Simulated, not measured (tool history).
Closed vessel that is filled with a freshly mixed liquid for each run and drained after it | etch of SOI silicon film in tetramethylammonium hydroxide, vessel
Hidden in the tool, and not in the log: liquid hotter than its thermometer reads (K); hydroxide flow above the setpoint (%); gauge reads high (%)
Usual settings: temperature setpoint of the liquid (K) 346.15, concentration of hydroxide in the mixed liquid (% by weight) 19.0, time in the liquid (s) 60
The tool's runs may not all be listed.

run     day  temperature setpoint of the liquid (K)  concentration of hydroxide in the mixed liquid (% by weight)  time in the liquid (s)  wafers since the last listed run  hours since the thermometer was replaced  hours since the hydroxide flow meter was replaced  hours since the gauge calibration  read-back film thickness of the SOI silicon film reference wafer, read on the same gauge (nm)  thickness taken off the SOI silicon film on a monitor wafer (angstrom)
  1   0.000                                  346.15                                                          19.0                      60                                 0                                    1829.6                                              699.0                               98.2                                                                                          79.98                                                                  4231.9
  2   1.262                                  352.15                                                          20.5                      60                              2468                                    1859.9                                              729.3                              128.5                                                                                          80.02                                                                  5696.3
  3   2.083                                  352.15                                                          20.5                      60                              1605                                    1879.6                                              749.0                              148.2                                                                                          79.98                                                                  5726.0
  4   3.442                                  346.15                                                          19.0                      60                              2656                                    1912.2                                              781.6                              180.8                                                                                          80.01                                                                  4285.6
  5   4.504                                  346.15                                                          19.0                      60                              2077                                    1937.7                                              807.1                              206.3                                                                                          80.02                                                                  4255.7
  6   5.271                                  346.15                                                          19.0                      60                              1499                                    1956.1                                              825.5                              224.7                                                                                          80.02                                                                  4256.4
  7   6.679                                  346.15                                                          19.0                      60                              2753                                    1989.9                                              859.3                              258.5                                                                                          79.99                                                                  4276.3
  8   7.392                                  346.15                                                          19.0                      60                              1393                                    2007.0                                              876.4                              275.6                                                                                          80.01                                                                  4242.0
  9   8.879                                  346.15                                                          19.0                      60                              2908                                    2042.7                                              912.1                              311.3                                                                                          79.99                                                                  4302.6
 10   9.892                                  346.15                                                          19.0                      60                              1979                                    2067.0                                              936.4                              335.6                                                                                          80.00                                                                  4262.0
     10.304  -- thermometer replaced
     10.512  -- hydroxide flow meter replaced
 11  10.892                                  346.15                                                          19.0                      60                              1792                                      14.1                                                9.1                              359.6                                                                                          80.00                                                                  3806.9
 12  12.179                                  346.15                                                          19.0                      60                              2517                                      45.0                                               40.0                              390.5                                                                                          80.00                                                                  3810.5
 13  13.362                                  348.65                                                          19.0                      30                              2313                                      73.4                                               68.4                              418.9                                                                                          80.02                                                                  2198.8
 14  14.054                                  346.15                                                          24.0                      30                              1352                                      90.0                                               85.0                              435.5                                                                                          80.02                                                                  1602.1
 15  14.658                                  351.65                                                          16.0                      90                              1181                                     104.5                                               99.5                              450.0                                                                                          80.02                                                                  8327.8
 16  16.062                                  348.15                                                          24.0                      30                              2745                                     138.2                                              133.2                              483.7                                                                                          80.03                                                                  1805.7
 17  17.025                                  350.65                                                          22.5                      60                              1882                                     161.3                                              156.3                              506.8                                                                                          80.01                                                                  4513.1
 18  18.304                                  340.65                                                          14.5                      60                              2501                                     192.0                                              187.0                              537.5                                                                                          80.00                                                                  3089.3
     18.642  -- gauge calibrated
 19  22.338                                  341.65                                                          22.0                      60                              7886                                     288.8                                              283.8                               88.7                                                                                          79.99                                                                  2778.0
 20  23.146                                  346.15                                                          19.0                      60                              1580                                     308.2                                              303.2                              108.1                                                                                          80.00                                                                  3850.5
 21  24.371                                  349.15                                                          17.0                      40                              2395                                     337.6                                              332.6                              137.5                                                                                          79.99                                                                  3167.7
 22  25.600                                  346.15                                                          21.5                      70                              2403                                     367.1                                              362.1                              167.0                                                                                          80.00                                                                  4269.9
 23  26.504                                  346.15                                                          19.0                      60                              1768                                     388.8                                              383.8                              188.7                                                                                          79.98                                                                  3897.8
 24  27.450                                  352.65                                                          22.0                      70                              1849                                     411.5                                              406.5                              211.4                                                                                          80.02                                                                  6055.5

Hidden state at the last listed run before each entry between runs and at the first one after, where it differs:
Between runs 10 and 11: thermometer replaced (day 10.304); hydroxide flow meter replaced (day 10.512)
  liquid hotter than its thermometer reads (K): 2.45 -> 0.277
  measured less the result without the state, thickness taken off the SOI silicon film on a monitor wafer (angstrom): +558.1 -> +61.0
Between runs 18 and 19: gauge calibrated (day 18.642)
  liquid hotter than its thermometer reads (K): 0.473 -> 0.58
  measured less the result without the state, thickness taken off the SOI silicon film on a monitor wafer (angstrom): +85.2 -> +93.6
